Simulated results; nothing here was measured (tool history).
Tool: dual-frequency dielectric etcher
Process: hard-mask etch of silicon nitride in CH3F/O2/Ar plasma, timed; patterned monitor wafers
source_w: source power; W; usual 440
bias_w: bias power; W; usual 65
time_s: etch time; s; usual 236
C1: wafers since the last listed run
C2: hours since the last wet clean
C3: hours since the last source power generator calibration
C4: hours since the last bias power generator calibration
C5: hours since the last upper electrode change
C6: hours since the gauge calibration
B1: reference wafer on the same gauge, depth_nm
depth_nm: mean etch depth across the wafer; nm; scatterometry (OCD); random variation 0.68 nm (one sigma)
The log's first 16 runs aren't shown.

Run 17, hour 1785: usual settings but source_w 380 W; C1 468; C2 83.4; C3 493.1; C4 2934.9; C5 336.1; C6 1519.7; B1 147.8. Result: depth_nm 137.4 nm.
At hour 1817.9: bias power generator calibrated.
Run 18, hour 1863.1: usual settings but source_w 510 W, bias_w 58 W, time_s 173.5 s; C1 418; C2 161.5; C3 571.2; C4 45.2; C5 414.2; C6 1597.8; B1 148.2. Result: depth_nm 135.1 nm.
Run 19, hour 1932.5: usual settings but source_w 500 W; C1 391; C2 230.9; C3 640.6; C4 114.6; C5 483.6; C6 1667.2; B1 147.8. Result: depth_nm 187.8 nm.
Run 20, hour 1975.4: usual settings but bias_w 80 W, time_s 284.5 s; C1 242; C2 273.8; C3 683.5; C4 157.5; C5 526.5; C6 1710.1; B1 148.2. Result: depth_nm 212.2 nm.
Run 21, hour 2071.7: usual settings; C1 543; C2 370.1; C3 779.8; C4 253.8; C5 622.8; C6 1806.4; B1 148.2. Result: depth_nm 166 nm.
Run 22, hour 2372.4: usual settings but source_w 470 W; C1 1698; C2 670.8; C3 1080.5; C4 554.5; C5 923.5; C6 2107.1; B1 147.9. Result: depth_nm 179.1 nm.
Run 23, hour 2416.6: usual settings but source_w 540 W, bias_w 80 W, time_s 210.5 s; C1 249; C2 715; C3 1124.7; C4 598.7; C5 967.7; C6 2151.3; B1 148.3. Result: depth_nm 192.6 nm.
At hour 2506.1: wet clean of the chamber.
Run 24, hour 2506.6: usual settings but source_w 360 W, bias_w 60 W, time_s 197.5 s; C1 372; C2 0.5; C3 1214.7; C4 688.7; C5 1057.7; C6 2241.3; B1 148.1. Result: depth_nm 102 nm.
Run 25, hour 2578.2: usual settings but source_w 480 W, time_s 256 s; C1 404; C2 72.1; C3 1286.3; C4 760.3; C5 1129.3; C6 2312.9; B1 148. Result: depth_nm 192.8 nm.
Run 26, hour 2618.9: usual settings; C1 229; C2 112.8; C3 1327; C4 801; C5 1170; C6 2353.6; B1 148.1. Result: depth_nm 163.3 nm.
Run 27, hour 2706.4: usual settings; C1 494; C2 200.3; C3 1414.5; C4 888.5; C5 1257.5; C6 2441.1; B1 148.1. Result: depth_nm 164.4 nm.
Run 28, hour 2811.5: usual settings but bias_w 56 W; C1 593; C2 305.4; C3 1519.6; C4 993.6; C5 1362.6; C6 2546.2; B1 147.8. Result: depth_nm 158 nm.
Run 29, hour 2863.6: usual settings but source_w 520 W, bias_w 72 W, time_s 288.5 s; C1 294; C2 357.5; C3 1571.7; C4 1045.7; C5 1414.7; C6 2598.3; B1 147.9. Result: depth_nm 242.5 nm.
Run 30, hour 2931.1: usual settings but source_w 520 W, bias_w 80 W, time_s 173 s; C1 381; C2 425; C3 1639.2; C4 1113.2; C5 1482.2; C6 2665.8; B1 148.1. Result: depth_nm 150.4 nm.

Forecast each of these 3 alternatives for the next run:
Run A, hour 2931.6: usual settings; C1 2; C2 425.5; C3 1639.7; C4 1113.7; C5 1482.7; C6 2666.3; B1 ?. Result: depth_nm ?.
Run B, hour 2931.6: usual settings but source_w 390 W, time_s 280 s; C1 2; C2 425.5; C3 1639.7; C4 1113.7; C5 1482.7; C6 2666.3; B1 ?. Result: depth_nm ?.
Run C, hour 2931.6: usual settings but time_s 192 s; C1 2; C2 425.5; C3 1639.7; C4 1113.7; C5 1482.7; C6 2666.3; B1 ?. Result: depth_nm ?.

run     B1  depth_nm
  A  147.9     166.3
  B  147.9     171.1
  C  147.9     135.3
Without the tool's hidden state the same runs would have given:
run  depth_nm
  A     163.6
  B     168.3
  C     133.1
